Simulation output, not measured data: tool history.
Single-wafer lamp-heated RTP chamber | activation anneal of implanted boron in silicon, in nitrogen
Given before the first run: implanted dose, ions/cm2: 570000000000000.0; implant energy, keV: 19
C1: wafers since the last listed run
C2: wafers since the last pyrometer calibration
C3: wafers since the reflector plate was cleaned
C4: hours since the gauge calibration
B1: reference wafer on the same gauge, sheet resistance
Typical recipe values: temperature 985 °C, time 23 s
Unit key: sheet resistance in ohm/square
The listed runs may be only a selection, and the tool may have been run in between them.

Run 1, day 0: usual settings; C1 0; C2 4337; C3 3187; C4 590.8; B1 205.16. Result: sheet resistance 198.08 ohm/square.
Run 2, day 1.875: usual settings but temperature 1002 °C; C1 541; C2 4878; C3 3728; C4 635.8; B1 204.95. Result: sheet resistance 191.71 ohm/square.
At day 4.004: pyrometer window cleaned and pyrometer calibrated.
Run 3, day 4.412: usual settings but temperature 1002 °C; C1 636; C2 118; C3 4365; C4 696.7; B1 204.61. Result: sheet resistance 188.78 ohm/square.
Run 4, day 6.433: usual settings but time 14 s; C1 583; C2 702; C3 4949; C4 745.2; B1 203.68. Result: sheet resistance 200.63 ohm/square.
Run 5, day 8.621: usual settings but time 14 s; C1 631; C2 1334; C3 5581; C4 797.7; B1 203.63. Result: sheet resistance 199.68 ohm/square.
At day 12.512: reflector plate cleaned.
Run 6, day 12.533: usual settings; C1 1034; C2 2368; C3 5; C4 891.6; B1 202.93. Result: sheet resistance 195.71 ohm/square.
Run 7, day 16.725: usual settings; C1 1210; C2 3579; C3 1216; C4 992.2; B1 202.95. Result: sheet resistance 195.38 ohm/square.
Run 8, day 19.483: usual settings; C1 796; C2 4376; C3 2013; C4 1058.4; B1 202.21. Result: sheet resistance 193.6 ohm/square.
At day 22.496: pyrometer window cleaned and pyrometer calibrated.
Run 9, day 23.908: usual settings; C1 1182; C2 407; C3 3195; C4 1164.6; B1 202.48. Result: sheet resistance 193.63 ohm/square.
Run 10, day 26.638: usual settings; C1 788; C2 1196; C3 3984; C4 1230.1; B1 202.01. Result: sheet resistance 194.91 ohm/square.
Run 11, day 28.5: usual settings but time 17 s; C1 538; C2 1734; C3 4522; C4 1274.8; B1 201.97. Result: sheet resistance 195.68 ohm/square.
Run 12, day 31.504: usual settings but time 17 s; C1 867; C2 2602; C3 5390; C4 1346.9; B1 201.65. Result: sheet resistance 194.35 ohm/square.
At day 34.796: reflector plate cleaned.
Run 13, day 35.971: usual settings but time 17 s; C1 1194; C2 3796; C3 339; C4 1454.1; B1 201.56. Result: sheet resistance 195.16 ohm/square.
Run 14, day 39.758: usual settings but temperature 972 °C, time 15 s; C1 1094; C2 4890; C3 1433; C4 1545; B1 201.12. Result: sheet resistance 206.35 ohm/square.
At day 40.275: pyrometer window cleaned and pyrometer calibrated.
Run 15, day 42.483: usual settings; C1 690; C2 638; C3 2124; C4 1610.4; B1 201.02. Result: sheet resistance 192.81 ohm/square.
Run 16, day 45.804: usual settings but temperature 1013 °C; C1 959; C2 1597; C3 3084; C4 1690.1; B1 200.87. Result: sheet resistance 185.15 ohm/square.
Run 17, day 47.838: usual settings but time 20 s; C1 587; C2 2184; C3 3671; C4 1738.9; B1 201.03. Result: sheet resistance 195.47 ohm/square.
Run 18, day 50.629: usual settings but temperature 993 °C, time 33 s; C1 806; C2 2991; C3 4478; C4 1805.9; B1 200.62. Result: sheet resistance 189.27 ohm/square.
Run 19, day 55.05: usual settings; C1 1277; C2 4268; C3 5755; C4 1912; B1 201.1. Result: sheet resistance 193.17 ohm/square.
At day 56.883: reflector plate cleaned.
Run 20, day 57.358: usual settings but temperature 974 °C, time 30 s; C1 570; C2 4839; C3 136; C4 1967.4; B1 200.71. Result: sheet resistance 199.11 ohm/square.
At day 57.379: gauge calibrated.
At day 58.717: pyrometer window cleaned and pyrometer calibrated.
Run 21, day 61.25: usual settings; C1 1028; C2 731; C3 1164; C4 92.9; B1 207.93. Result: sheet resistance 199.89 ohm/square.
Run 22, day 64.075: usual settings; C1 816; C2 1547; C3 1981; C4 160.7; B1 207.3. Result: sheet resistance 199.52 ohm/square.
Run 23, day 68.283: usual settings but temperature 1006 °C, time 36 s; C1 1215; C2 2763; C3 3196; C4 261.7; B1 206.14. Result: sheet resistance 189.89 ohm/square.
Run 24, day 70.542: usual settings but temperature 1002 °C, time 18 s; C1 652; C2 3415; C3 3849; C4 315.9; B1 205.19. Result: sheet resistance 191.26 ohm/square.
Run 25, day 72.408: usual settings but time 32 s; C1 539; C2 3955; C3 4388; C4 360.7; B1 204.75. Result: sheet resistance 193.8 ohm/square.
Run 26, day 74.188: usual settings but temperature 1007 °C, time 11 s; C1 514; C2 4469; C3 4902; C4 403.4; B1 204.21. Result: sheet resistance 190.77 ohm/square.
Run 27, day 75.908: usual settings but temperature 998 °C, time 11 s; C1 497; C2 4966; C3 5399; C4 444.7; B1 204.2. Result: sheet resistance 191.69 ohm/square.

Some steps in sheet resistance between neighbouring runs. How much of each would the tool show without its hidden state too (settings, what came in, random variation), and how much is left for the hidden state, with any gauge scatter that isn't in both results?
Hidden state present: true wafer temperature minus pyrometer reading, K; wafer temperature error from the tarnished reflector plate, K; gauge reads high (%).
Run 3 -> 4: temperature 1002 -> 985, time 23 -> 14. sheet resistance +11.85 ohm/square: hidden state -0.76, all else +12.61.
Run 14 -> 15: temperature 972 -> 985, time 15 -> 23, pyrometer window cleaned and pyrometer calibrated. sheet resistance -13.54 ohm/square: hidden state +0.62, all else -14.16.
Run 20 -> 21: temperature 974 -> 985, time 30 -> 23, gauge calibrated, pyrometer window cleaned and pyrometer calibrated. sheet resistance +0.78 ohm/square: hidden state +7.52, all else -6.74.
Run 22 -> 23: temperature 985 -> 1006, time 23 -> 36. sheet resistance -9.63 ohm/square: hidden state -1.03, all else -8.6.
